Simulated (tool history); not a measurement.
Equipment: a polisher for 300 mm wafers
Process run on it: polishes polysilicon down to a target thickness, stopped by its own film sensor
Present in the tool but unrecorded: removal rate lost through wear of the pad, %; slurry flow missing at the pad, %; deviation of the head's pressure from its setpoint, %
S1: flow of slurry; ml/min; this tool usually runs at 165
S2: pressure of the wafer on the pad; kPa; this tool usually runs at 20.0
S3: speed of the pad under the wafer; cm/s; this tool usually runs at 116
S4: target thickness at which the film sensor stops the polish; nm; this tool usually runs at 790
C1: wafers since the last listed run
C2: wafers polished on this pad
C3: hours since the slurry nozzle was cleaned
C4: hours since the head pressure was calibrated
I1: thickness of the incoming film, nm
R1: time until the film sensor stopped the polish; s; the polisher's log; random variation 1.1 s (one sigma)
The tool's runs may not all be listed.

Run 1, hour 0.0: usual settings but S1 120 ml/min; C1 0; C2 334; C3 171.4; C4 702.7; I1 1670.5. Result: R1 112.5 s.
Run 2, hour 15.8: usual settings but S1 120 ml/min; C1 112; C2 446; C3 187.2; C4 718.5; I1 1658.9. Result: R1 109.2 s.
Run 3, hour 24.7: usual settings but S1 120 ml/min; C1 63; C2 510; C3 196.1; C4 727.4; I1 1715.0. Result: R1 117.7 s.
Run 4, hour 35.6: usual settings; C1 77; C2 587; C3 207.0; C4 738.3; I1 1664.3. Result: R1 104.6 s.
Run 5, hour 52.8: usual settings but S1 135 ml/min, S2 15.9 kPa; C1 122; C2 709; C3 224.2; C4 755.5; I1 1687.1. Result: R1 135.9 s.
Run 6, hour 69.6: usual settings but S1 135 ml/min, S2 15.9 kPa; C1 119; C2 829; C3 241.0; C4 772.3; I1 1711.3. Result: R1 142.8 s.
Run 7, hour 83.3: usual settings but S1 135 ml/min, S2 15.9 kPa; C1 97; C2 926; C3 254.7; C4 786.0; I1 1690.2. Result: R1 139.8 s.
Run 8, hour 95.0: usual settings; C1 83; C2 1010; C3 266.4; C4 797.7; I1 1688.3. Result: R1 111.7 s.
At hour 103.2: slurry nozzle cleaned.
At hour 113.1: worn pad replaced by a new one.
Run 9, hour 113.6: usual settings; C1 96; C2 3; C3 10.4; C4 816.3; I1 1688.8. Result: R1 102.1 s.
Run 10, hour 123.9: usual settings; C1 73; C2 76; C3 20.7; C4 826.6; I1 1688.5. Result: R1 103.6 s.
Run 11, hour 136.8: usual settings; C1 91; C2 168; C3 33.6; C4 839.5; I1 1654.5. Result: R1 100.1 s.
Run 12, hour 146.5: usual settings; C1 68; C2 237; C3 43.3; C4 849.2; I1 1705.6. Result: R1 103.6 s.
Run 13, hour 155.2: usual settings but S1 140 ml/min; C1 61; C2 299; C3 52.0; C4 857.9; I1 1650.1. Result: R1 104.0 s.
Run 14, hour 164.8: usual settings but S1 130 ml/min; C1 68; C2 367; C3 61.6; C4 867.5; I1 1657.4. Result: R1 102.7 s.
Run 15, hour 173.7: usual settings but S1 140 ml/min, S2 14.5 kPa, S3 142 cm/s, S4 930 nm; C1 63; C2 430; C3 70.5; C4 876.4; I1 1690.5. Result: R1 98.0 s.
Run 16, hour 188.6: usual settings but S1 105 ml/min, S2 24.8 kPa, S3 96 cm/s; C1 105; C2 536; C3 85.4; C4 891.3; I1 1676.1. Result: R1 111.6 s.
At hour 204.8: head pressure recalibrated.
Run 17, hour 205.3: usual settings but S4 614 nm; C1 104; C2 641; C3 102.1; C4 0.5; I1 1667.1. Result: R1 120.4 s.
Run 18, hour 209.7: usual settings; C1 31; C2 672; C3 106.5; C4 4.9; I1 1694.9. Result: R1 102.7 s.
Run 19, hour 224.1: usual settings but S1 205 ml/min, S2 24.8 kPa, S3 146 cm/s, S4 870 nm; C1 102; C2 775; C3 120.9; C4 19.3; I1 1670.2. Result: R1 59.8 s.
Run 20, hour 240.3: usual settings; C1 115; C2 890; C3 137.1; C4 35.5; I1 1679.3. Result: R1 104.0 s.
At hour 259.9: worn pad replaced by a new one.
Run 21, hour 260.4: usual settings but S2 26.9 kPa; C1 114; C2 3; C3 157.2; C4 55.6; I1 1672.5. Result: R1 79.7 s.
Run 22, hour 263.2: usual settings; C1 19; C2 23; C3 160.0; C4 58.4; I1 1664.9. Result: R1 99.5 s.
Run 23, hour 273.3: usual settings; C1 71; C2 95; C3 170.1; C4 68.5; I1 1689.3. Result: R1 107.3 s.
Run 24, hour 287.9: usual settings but S1 110 ml/min, S2 15.2 kPa, S3 130 cm/s; C1 103; C2 199; C3 184.7; C4 83.1; I1 1703.4. Result: R1 132.7 s.

Here are 3 independent what-if runs from the current tool condition. What would each one return?
Run A, hour 288.4: usual settings; C1 3; C2 202; C3 185.2; C4 83.6; I1 1686.6. Result: R1 ?.
Run B, hour 288.4: usual settings but S1 210 ml/min, S2 23.4 kPa, S3 102 cm/s, S4 614 nm; C1 3; C2 202; C3 185.2; C4 83.6; I1 1686.6. Result: R1 ?.
Run C, hour 288.4: usual settings but S1 205 ml/min, S2 22.1 kPa, S3 130 cm/s; C1 3; C2 202; C3 185.2; C4 83.6; I1 1686.6. Result: R1 ?.

run     R1
  A  105.8
  B  119.1
  C   84.4
The same runs, with their run-to-run variation unchanged, on a tool lacking any hidden condition would have given:
run     R1
  A  102.5
  B  116.1
  C   82.2
